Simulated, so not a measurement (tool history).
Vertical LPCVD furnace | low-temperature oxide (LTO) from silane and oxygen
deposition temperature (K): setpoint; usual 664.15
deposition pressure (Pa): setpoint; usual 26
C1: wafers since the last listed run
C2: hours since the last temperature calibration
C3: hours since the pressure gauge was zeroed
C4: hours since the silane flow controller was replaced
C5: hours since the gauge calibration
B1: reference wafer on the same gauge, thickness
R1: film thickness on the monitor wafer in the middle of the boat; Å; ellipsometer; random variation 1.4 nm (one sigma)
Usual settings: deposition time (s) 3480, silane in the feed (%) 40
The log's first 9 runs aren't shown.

run 10 hour=215.6 | deposition_temperature_(K)=664.15 deposition_pressure_(Pa)=26 deposition_time_(s)=3480 silane_in_the_feed_(%)=40 | C1=285 C2=3251.7 C3=2847.7 C4=3691 C5=1048.7 | B1=341.1 | R1=4390.5
run 11 hour=250.4 | deposition_temperature_(K)=664.15 deposition_pressure_(Pa)=26 deposition_time_(s)=3480 silane_in_the_feed_(%)=40 | C1=551 C2=3286.5 C3=2882.5 C4=3725.8 C5=1083.5 | B1=340.96 | R1=4416.8
run 12 hour=272.8 | deposition_temperature_(K)=664.15 deposition_pressure_(Pa)=26 deposition_time_(s)=3480 silane_in_the_feed_(%)=40 | C1=354 C2=3308.9 C3=2904.9 C4=3748.2 C5=1105.9 | B1=340.96 | R1=4393.9
run 13 hour=290.7 | deposition_temperature_(K)=664.15 deposition_pressure_(Pa)=26 deposition_time_(s)=3480 silane_in_the_feed_(%)=40 | C1=283 C2=3326.8 C3=2922.8 C4=3766.1 C5=1123.8 | B1=340.8 | R1=4403.7
run 14 hour=306.2 | deposition_temperature_(K)=673.15 deposition_pressure_(Pa)=30 deposition_time_(s)=3840 silane_in_the_feed_(%)=36 | C1=245 C2=3342.3 C3=2938.3 C4=3781.6 C5=1139.3 | B1=341.03 | R1=5425.6
run 15 hour=398.1 | deposition_temperature_(K)=664.15 deposition_pressure_(Pa)=31.3 deposition_time_(s)=3480 silane_in_the_feed_(%)=40 | C1=1456 C2=3434.2 C3=3030.2 C4=3873.5 C5=1231.2 | B1=340.95 | R1=5293.7
run 16 hour=424.4 | deposition_temperature_(K)=659.15 deposition_pressure_(Pa)=26 deposition_time_(s)=3480 silane_in_the_feed_(%)=40 | C1=416 C2=3460.5 C3=3056.5 C4=3899.8 C5=1257.5 | B1=340.83 | R1=4152.7
-- hour=440.4 gauge calibrated
run 17 hour=446.4 | deposition_temperature_(K)=664.15 deposition_pressure_(Pa)=26 deposition_time_(s)=3480 silane_in_the_feed_(%)=40 | C1=348 C2=3482.5 C3=3078.5 C4=3921.8 C5=6 | B1=340.88 | R1=4402
-- hour=496 thermocouples replaced and temperature profile calibrated
-- hour=529.4 silane flow controller replaced
-- hour=559.5 pressure gauge zeroed
run 18 hour=560 | deposition_temperature_(K)=664.15 deposition_pressure_(Pa)=26 deposition_time_(s)=3000 silane_in_the_feed_(%)=40 | C1=659 C2=64 C3=0.5 C4=30.6 C5=119.6 | B1=340.91 | R1=3647.8
run 19 hour=566.6 | deposition_temperature_(K)=664.15 deposition_pressure_(Pa)=26 deposition_time_(s)=3480 silane_in_the_feed_(%)=40 | C1=104 C2=70.6 C3=7.1 C4=37.2 C5=126.2 | B1=341.39 | R1=4217.3
run 20 hour=637.2 | deposition_temperature_(K)=664.15 deposition_pressure_(Pa)=26 deposition_time_(s)=4410 silane_in_the_feed_(%)=40 | C1=1118 C2=141.2 C3=77.7 C4=107.8 C5=196.8 | B1=341.16 | R1=5354.5
run 21 hour=658 | deposition_temperature_(K)=664.15 deposition_pressure_(Pa)=26 deposition_time_(s)=3840 silane_in_the_feed_(%)=40 | C1=329 C2=162 C3=98.5 C4=128.6 C5=217.6 | B1=341.14 | R1=4644.9
run 22 hour=672.6 | deposition_temperature_(K)=664.15 deposition_pressure_(Pa)=20.7 deposition_time_(s)=4320 silane_in_the_feed_(%)=40 | C1=231 C2=176.6 C3=113.1 C4=143.2 C5=232.2 | B1=341.2 | R1=4167.6
run 23 hour=696.8 | deposition_temperature_(K)=674.15 deposition_pressure_(Pa)=32 deposition_time_(s)=3480 silane_in_the_feed_(%)=36 | C1=383 C2=200.8 C3=137.3 C4=167.4 C5=256.4 | B1=340.91 | R1=5132.8
run 24 hour=730.7 | deposition_temperature_(K)=664.15 deposition_pressure_(Pa)=26 deposition_time_(s)=4800 silane_in_the_feed_(%)=32 | C1=537 C2=234.7 C3=171.2 C4=201.3 C5=290.3 | B1=340.71 | R1=4351.7
run 25 hour=753 | deposition_temperature_(K)=664.15 deposition_pressure_(Pa)=26 deposition_time_(s)=2100 silane_in_the_feed_(%)=40 | C1=353 C2=257 C3=193.5 C4=223.6 C5=312.6 | B1=341.02 | R1=2552.5
run 26 hour=780.4 | deposition_temperature_(K)=670.15 deposition_pressure_(Pa)=20.7 deposition_time_(s)=4290 silane_in_the_feed_(%)=33 | C1=434 C2=284.4 C3=220.9 C4=251 C5=340 | B1=341.13 | R1=3460.3
run 27 hour=811.3 | deposition_temperature_(K)=670.15 deposition_pressure_(Pa)=20.7 deposition_time_(s)=3480 silane_in_the_feed_(%)=40 | C1=489 C2=315.3 C3=251.8 C4=281.9 C5=370.9 | B1=340.8 | R1=3623.1
run 28 hour=823.4 | deposition_temperature_(K)=672.15 deposition_pressure_(Pa)=26 deposition_time_(s)=2550 silane_in_the_feed_(%)=40 | C1=191 C2=327.4 C3=263.9 C4=294 C5=383 | B1=340.93 | R1=3386.5
run 29 hour=856.9 | deposition_temperature_(K)=664.15 deposition_pressure_(Pa)=26 deposition_time_(s)=3480 silane_in_the_feed_(%)=40 | C1=530 C2=360.9 C3=297.4 C4=327.5 C5=416.5 | B1=341.07 | R1=4229.9
run 30 hour=887.7 | deposition_temperature_(K)=657.15 deposition_pressure_(Pa)=21.3 deposition_time_(s)=2730 silane_in_the_feed_(%)=36 | C1=488 C2=391.7 C3=328.2 C4=358.3 C5=447.3 | B1=341.03 | R1=2204
run 31 hour=915.7 | deposition_temperature_(K)=672.15 deposition_pressure_(Pa)=24 deposition_time_(s)=4410 silane_in_the_feed_(%)=37 | C1=443 C2=419.7 C3=356.2 C4=386.3 C5=475.3 | B1=341.11 | R1=4929.6

Forecast each of these 4 alternatives for the next run:
run A hour=920.9 | deposition_temperature_(K)=664.15 deposition_pressure_(Pa)=26 deposition_time_(s)=3480 silane_in_the_feed_(%)=40 | C1=82 C2=424.9 C3=361.4 C4=391.5 C5=480.5 | B1=? | R1=?
run B hour=920.9 | deposition_temperature_(K)=664.15 deposition_pressure_(Pa)=26 deposition_time_(s)=4710 silane_in_the_feed_(%)=40 | C1=82 C2=424.9 C3=361.4 C4=391.5 C5=480.5 | B1=? | R1=?
run C hour=920.9 | deposition_temperature_(K)=664.15 deposition_pressure_(Pa)=26 deposition_time_(s)=4620 silane_in_the_feed_(%)=32 | C1=82 C2=424.9 C3=361.4 C4=391.5 C5=480.5 | B1=? | R1=?
run D hour=920.9 | deposition_temperature_(K)=656.15 deposition_pressure_(Pa)=26 deposition_time_(s)=2460 silane_in_the_feed_(%)=46 | C1=82 C2=424.9 C3=361.4 C4=391.5 C5=480.5 | B1=? | R1=?

run=A B1=341.24 R1=4255.1
run=B B1=341.24 R1=5759.1
run=C B1=341.24 R1=4193.3
run=D B1=341.24 R1=3221.7
Without the tool's hidden state the same runs would have given:
run=A R1=4207.9
run=B R1=5695.2
run=C R1=4143.9
run=D R1=3186.4

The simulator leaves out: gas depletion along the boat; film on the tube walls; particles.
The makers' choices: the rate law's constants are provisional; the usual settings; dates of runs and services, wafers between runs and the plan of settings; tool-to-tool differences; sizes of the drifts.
